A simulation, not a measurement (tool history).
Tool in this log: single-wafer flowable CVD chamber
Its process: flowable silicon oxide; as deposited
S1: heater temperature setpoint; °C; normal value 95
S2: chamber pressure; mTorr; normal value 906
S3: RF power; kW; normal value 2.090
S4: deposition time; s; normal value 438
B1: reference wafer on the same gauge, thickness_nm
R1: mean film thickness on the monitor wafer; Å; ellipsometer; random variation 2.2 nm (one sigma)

run 1 hour=0.0 | S1=98 S2=906 S3=2.090 S4=376 | B1=426.116 | R1=3124.79
run 2 hour=27.6 | S1=98 S2=906 S3=2.090 S4=376 | B1=426.120 | R1=3105.81
run 3 hour=80.1 | S1=95 S2=906 S3=2.090 S4=477 | B1=425.289 | R1=4405.62
run 4 hour=144.3 | S1=95 S2=906 S3=2.090 S4=477 | B1=426.638 | R1=4407.77
run 5 hour=273.0 | S1=95 S2=906 S3=2.090 S4=477 | B1=426.374 | R1=4377.90
run 6 hour=341.1 | S1=95 S2=851 S3=2.090 S4=438 | B1=426.335 | R1=3814.09
run 7 hour=397.4 | S1=95 S2=906 S3=2.090 S4=438 | B1=425.830 | R1=4085.00
run 8 hour=462.3 | S1=95 S2=906 S3=2.090 S4=438 | B1=427.271 | R1=4119.99
run 9 hour=492.5 | S1=95 S2=906 S3=2.090 S4=438 | B1=426.044 | R1=4090.68
run 10 hour=524.0 | S1=95 S2=906 S3=2.090 S4=438 | B1=426.841 | R1=4110.24
-- hour=527.9 gauge calibrated
run 11 hour=575.7 | S1=87 S2=906 S3=2.090 S4=438 | B1=426.309 | R1=5295.87
-- hour=597.8 thermocouple changed; heater temperature recalibrated
-- hour=636.9 capacitance manometer re-zeroed and calibrated
run 12 hour=641.0 | S1=101 S2=906 S3=2.090 S4=438 | B1=427.580 | R1=3560.14
run 13 hour=697.4 | S1=95 S2=1014 S3=1.970 S4=413 | B1=425.156 | R1=4519.22
-- hour=745.9 showerhead replaced
run 14 hour=746.4 | S1=105 S2=791 S3=2.090 S4=382 | B1=425.223 | R1=2376.42
run 15 hour=797.8 | S1=95 S2=906 S3=2.090 S4=438 | B1=425.698 | R1=4331.39
run 16 hour=826.7 | S1=85 S2=817 S3=1.800 S4=438 | B1=425.059 | R1=5181.56
run 17 hour=893.3 | S1=110 S2=906 S3=2.090 S4=438 | B1=425.782 | R1=2620.11
-- hour=925.5 capacitance manometer re-zeroed and calibrated, repeated, since the last time left the tool worse
-- hour=946.1 RF generator calibrated
run 18 hour=946.6 | S1=81 S2=845 S3=2.090 S4=438 | B1=426.197 | R1=5650.68
run 19 hour=984.7 | S1=101 S2=699 S3=2.385 S4=497 | B1=426.463 | R1=2898.08
run 20 hour=1011.1 | S1=95 S2=906 S3=2.090 S4=438 | B1=426.015 | R1=3981.25
run 21 hour=1038.3 | S1=95 S2=906 S3=2.090 S4=438 | B1=424.956 | R1=3941.66
run 22 hour=1105.9 | S1=95 S2=906 S3=1.915 S4=476 | B1=425.251 | R1=4191.62
run 23 hour=1148.6 | S1=105 S2=906 S3=1.895 S4=387 | B1=426.517 | R1=2472.57
run 24 hour=1195.5 | S1=95 S2=906 S3=2.090 S4=438 | B1=426.089 | R1=3987.12

4 ways to go on from here, each from the tool as it stands after run 24. What would each give?
run A hour=1196.0 | S1=95 S2=906 S3=2.090 S4=518 | B1=? | R1=?
run B hour=1196.0 | S1=81 S2=824 S3=2.450 S4=411 | B1=? | R1=?
run C hour=1196.0 | S1=90 S2=906 S3=2.375 S4=363 | B1=? | R1=?
run D hour=1196.0 | S1=102 S2=1082 S3=2.090 S4=438 | B1=? | R1=?

run=A B1=425.525 R1=4679.12
run=B B1=425.525 R1=5320.61
run=C B1=425.525 R1=3948.99
run=D B1=425.525 R1=3759.71
With the hidden condition removed and each run's random variation left untouched, the same runs would have given:
run=A R1=4637.40
run=B R1=5270.81
run=C R1=3913.78
run=D R1=3729.06

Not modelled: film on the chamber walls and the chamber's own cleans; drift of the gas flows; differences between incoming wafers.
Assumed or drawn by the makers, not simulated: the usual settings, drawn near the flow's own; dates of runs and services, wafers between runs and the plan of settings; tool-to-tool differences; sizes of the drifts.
